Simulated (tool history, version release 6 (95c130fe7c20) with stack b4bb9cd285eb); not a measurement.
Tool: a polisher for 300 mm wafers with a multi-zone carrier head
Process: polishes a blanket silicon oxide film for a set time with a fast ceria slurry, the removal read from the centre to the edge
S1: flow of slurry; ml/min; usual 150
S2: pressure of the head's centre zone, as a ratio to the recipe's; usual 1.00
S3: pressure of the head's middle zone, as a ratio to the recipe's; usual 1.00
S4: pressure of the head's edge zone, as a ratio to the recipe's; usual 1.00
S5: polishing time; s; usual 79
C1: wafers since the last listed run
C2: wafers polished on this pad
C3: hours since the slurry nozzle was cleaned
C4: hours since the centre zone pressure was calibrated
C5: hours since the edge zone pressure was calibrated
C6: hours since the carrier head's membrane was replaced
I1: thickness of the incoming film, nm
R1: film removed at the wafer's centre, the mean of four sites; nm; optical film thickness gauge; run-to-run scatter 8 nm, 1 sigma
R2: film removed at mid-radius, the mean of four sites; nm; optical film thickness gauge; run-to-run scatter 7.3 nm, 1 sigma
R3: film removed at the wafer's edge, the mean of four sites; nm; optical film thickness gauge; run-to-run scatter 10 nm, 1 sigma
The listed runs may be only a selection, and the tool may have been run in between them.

| run | day | S1 | S2 | S3 | S4 | S5 | C1 | C2 | C3 | C4 | C5 | C6 | I1 | R1 | R2 | R3 |
|---|---|---|---|---|---|---|---|---|---|---|---|---|---|---|---|---|
| 1 | 0.000 | 150 | 1.00 | 1.00 | 1.00 | 79 | 0 | 5002 | 373.5 | 83.5 | 717.7 | 325.9 | 1964.5 | 692.6 | 663.7 | 679.0 |
|  | 0.608 | worn pad replaced by a new one |
| 2 | 1.783 | 150 | 1.00 | 1.00 | 1.00 | 69 | 432 | 314 | 416.3 | 126.3 | 760.5 | 368.7 | 1962.3 | 588.2 | 578.2 | 588.6 |
| 3 | 4.392 | 150 | 1.00 | 1.00 | 1.00 | 69 | 697 | 1011 | 478.9 | 188.9 | 823.1 | 431.3 | 1986.1 | 590.5 | 567.8 | 586.8 |
|  | 4.962 | slurry nozzle cleaned |
| 4 | 8.712 | 140 | 1.00 | 1.00 | 1.00 | 59 | 1144 | 2156 | 90.0 | 292.6 | 926.8 | 535.0 | 1996.6 | 452.0 | 447.2 | 480.5 |
| 5 | 11.008 | 140 | 1.00 | 1.00 | 1.00 | 59 | 614 | 2770 | 145.1 | 347.7 | 981.9 | 590.1 | 1966.8 | 453.9 | 446.6 | 479.7 |
|  | 12.158 | centre zone pressure recalibrated |
| 6 | 15.204 | 150 | 1.00 | 1.00 | 1.00 | 79 | 1099 | 3870 | 245.8 | 73.1 | 1082.6 | 690.8 | 1950.3 | 599.2 | 610.2 | 637.0 |
| 7 | 16.938 | 150 | 1.00 | 1.00 | 1.00 | 79 | 463 | 4334 | 287.4 | 114.7 | 1124.2 | 732.4 | 1976.3 | 581.3 | 582.2 | 614.2 |
|  | 17.971 | worn pad replaced by a new one |
|  | 20.521 | carrier head's membrane replaced by a new one |
| 8 | 20.625 | 175 | 1.00 | 1.00 | 1.00 | 104 | 885 | 654 | 375.9 | 203.2 | 1212.7 | 2.5 | 1974.4 | 787.0 | 784.4 | 848.7 |
|  | 20.696 | slurry nozzle cleaned, repeated, since the last time left the tool worse |
| 9 | 24.275 | 195 | 1.00 | 1.09 | 1.05 | 79 | 965 | 1619 | 85.9 | 290.8 | 1300.3 | 90.1 | 1984.3 | 742.5 | 771.4 | 738.3 |
| 10 | 26.821 | 150 | 1.00 | 1.00 | 1.00 | 79 | 680 | 2300 | 147.0 | 351.9 | 1361.4 | 151.2 | 1944.1 | 688.7 | 690.0 | 685.5 |
|  | 27.425 | edge zone pressure recalibrated |
| 11 | 28.412 | 150 | 1.00 | 0.90 | 1.00 | 79 | 403 | 2704 | 185.2 | 390.1 | 23.7 | 189.4 | 1976.0 | 683.8 | 647.6 | 705.3 |
| 12 | 30.725 | 150 | 1.00 | 1.00 | 1.00 | 79 | 618 | 3322 | 240.7 | 445.6 | 79.2 | 244.9 | 1934.9 | 688.7 | 679.3 | 687.3 |
|  | 31.400 | centre zone pressure recalibrated |
| 13 | 32.946 | 150 | 1.00 | 1.08 | 1.00 | 79 | 571 | 3894 | 294.0 | 37.1 | 132.5 | 298.2 | 1938.8 | 692.5 | 720.3 | 692.5 |
| 14 | 37.088 | 150 | 1.00 | 1.10 | 1.00 | 79 | 1107 | 5002 | 393.4 | 136.5 | 231.9 | 397.6 | 1976.7 | 657.8 | 722.6 | 673.9 |
|  | 37.654 | worn pad replaced by a new one |
|  | 40.688 | slurry nozzle cleaned |
| 15 | 40.846 | 125 | 1.00 | 1.00 | 1.00 | 90 | 949 | 842 | 3.8 | 226.7 | 322.1 | 487.8 | 1971.9 | 764.7 | 767.2 | 776.6 |
| 16 | 43.342 | 110 | 1.06 | 1.00 | 1.00 | 79 | 667 | 1510 | 63.7 | 286.6 | 382.0 | 547.7 | 1977.8 | 689.1 | 660.1 | 665.7 |
| 17 | 46.467 | 150 | 1.08 | 1.00 | 1.00 | 79 | 835 | 2345 | 138.7 | 361.6 | 457.0 | 622.7 | 1969.4 | 746.8 | 687.6 | 682.5 |
|  | 47.938 | centre zone pressure recalibrated |
|  | 48.138 | carrier head's membrane replaced by a new one |
| 18 | 50.829 | 150 | 1.00 | 1.00 | 1.00 | 79 | 1091 | 3437 | 243.4 | 69.4 | 561.7 | 64.6 | 1989.4 | 695.4 | 689.3 | 679.4 |
| 19 | 53.046 | 150 | 1.00 | 1.00 | 1.09 | 79 | 592 | 4029 | 296.6 | 122.6 | 614.9 | 117.8 | 1962.6 | 679.0 | 676.6 | 695.1 |
|  | 55.333 | worn pad replaced by a new one |
| 20 | 57.142 | 150 | 1.05 | 1.08 | 1.00 | 79 | 1050 | 483 | 394.9 | 220.9 | 713.2 | 216.1 | 1966.9 | 698.9 | 720.6 | 700.4 |
|  | 61.296 | slurry nozzle cleaned |
| 21 | 64.046 | 150 | 1.00 | 1.08 | 1.00 | 93 | 1835 | 2319 | 66.0 | 386.6 | 878.9 | 381.8 | 1996.1 | 835.3 | 858.3 | 794.9 |
| 22 | 68.012 | 150 | 1.00 | 0.94 | 1.10 | 94 | 1060 | 3380 | 161.2 | 481.8 | 974.1 | 477.0 | 1968.6 | 823.1 | 794.2 | 847.1 |

Alternative continuations, all from the tool just after run 22; predict every row:
| A | 68.033 | 150 | 1.07 | 1.00 | 1.00 | 79 | 5 | 3385 | 161.7 | 482.3 | 974.6 | 477.5 | 1958.0 | ? | ? | ? |
| B | 68.033 | 195 | 1.11 | 0.94 | 1.00 | 79 | 5 | 3385 | 161.7 | 482.3 | 974.6 | 477.5 | 1958.0 | ? | ? | ? |
| C | 68.033 | 150 | 1.04 | 1.00 | 1.00 | 64 | 5 | 3385 | 161.7 | 482.3 | 974.6 | 477.5 | 1958.0 | ? | ? | ? |
| D | 68.033 | 110 | 1.00 | 1.00 | 1.00 | 79 | 5 | 3385 | 161.7 | 482.3 | 974.6 | 477.5 | 1958.0 | ? | ? | ? |

| run | R1 | R2 | R3 |
|---|---|---|---|
| A | 744.3 | 695.0 | 686.9 |
| B | 814.6 | 695.9 | 711.8 |
| C | 585.9 | 563.1 | 556.5 |
| D | 637.9 | 644.5 | 651.4 |
With no hidden state in the tool, these same runs would have given:
| run | R1 | R2 | R3 |
|---|---|---|---|
| A | 753.0 | 702.3 | 692.1 |
| B | 821.9 | 701.6 | 716.1 |
| C | 592.8 | 569.0 | 560.7 |
| D | 648.3 | 653.7 | 657.8 |
